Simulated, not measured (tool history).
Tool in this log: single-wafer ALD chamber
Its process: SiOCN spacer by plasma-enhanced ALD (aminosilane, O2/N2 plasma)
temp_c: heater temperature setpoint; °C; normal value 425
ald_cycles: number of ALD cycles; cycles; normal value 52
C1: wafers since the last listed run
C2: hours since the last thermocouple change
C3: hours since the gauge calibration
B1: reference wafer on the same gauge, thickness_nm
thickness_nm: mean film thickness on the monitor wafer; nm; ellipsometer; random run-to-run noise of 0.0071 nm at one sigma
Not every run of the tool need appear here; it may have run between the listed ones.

run 1 hour=0 | temp_c=425 ald_cycles=56 | C1=0 C2=1602.6 C3=56.8 | B1=3.37 | thickness_nm=3.084
run 2 hour=14.4 | temp_c=425 ald_cycles=56 | C1=92 C2=1617 C3=71.2 | B1=3.368 | thickness_nm=3.054
run 3 hour=21.4 | temp_c=425 ald_cycles=52 | C1=44 C2=1624 C3=78.2 | B1=3.37 | thickness_nm=2.837
run 4 hour=39 | temp_c=425 ald_cycles=52 | C1=112 C2=1641.6 C3=95.8 | B1=3.371 | thickness_nm=2.846
run 5 hour=54.8 | temp_c=425 ald_cycles=46 | C1=101 C2=1657.4 C3=111.6 | B1=3.373 | thickness_nm=2.528
-- hour=64.8 gauge calibrated
run 6 hour=66.5 | temp_c=425 ald_cycles=54 | C1=74 C2=1669.1 C3=1.7 | B1=3.373 | thickness_nm=2.958
-- hour=82.2 thermocouple changed; heater temperature recalibrated
run 7 hour=82.7 | temp_c=425 ald_cycles=54 | C1=52 C2=0.5 C3=17.9 | B1=3.371 | thickness_nm=2.964
run 8 hour=90.5 | temp_c=425 ald_cycles=54 | C1=49 C2=8.3 C3=25.7 | B1=3.366 | thickness_nm=2.963
run 9 hour=98.3 | temp_c=410 ald_cycles=60 | C1=49 C2=16.1 C3=33.5 | B1=3.371 | thickness_nm=3.486
run 10 hour=110.3 | temp_c=425 ald_cycles=52 | C1=76 C2=28.1 C3=45.5 | B1=3.369 | thickness_nm=2.834
run 11 hour=125.5 | temp_c=438 ald_cycles=48 | C1=97 C2=43.3 C3=60.7 | B1=3.37 | thickness_nm=2.503
run 12 hour=140.7 | temp_c=436 ald_cycles=52 | C1=97 C2=58.5 C3=75.9 | B1=3.369 | thickness_nm=2.733
run 13 hour=147.5 | temp_c=425 ald_cycles=52 | C1=43 C2=65.3 C3=82.7 | B1=3.369 | thickness_nm=2.861
run 14 hour=153.6 | temp_c=425 ald_cycles=52 | C1=39 C2=71.4 C3=88.8 | B1=3.373 | thickness_nm=2.853

Expected results for the next run?
run 15 hour=163.9 | temp_c=417 ald_cycles=60 | C1=66 C2=81.7 C3=99.1 | B1=? | thickness_nm=?

{"run 15": {"B1": 3.372, "thickness_nm": 3.38}}
With no hidden state in the tool, this same run would have given thickness_nm 3.38 nm.
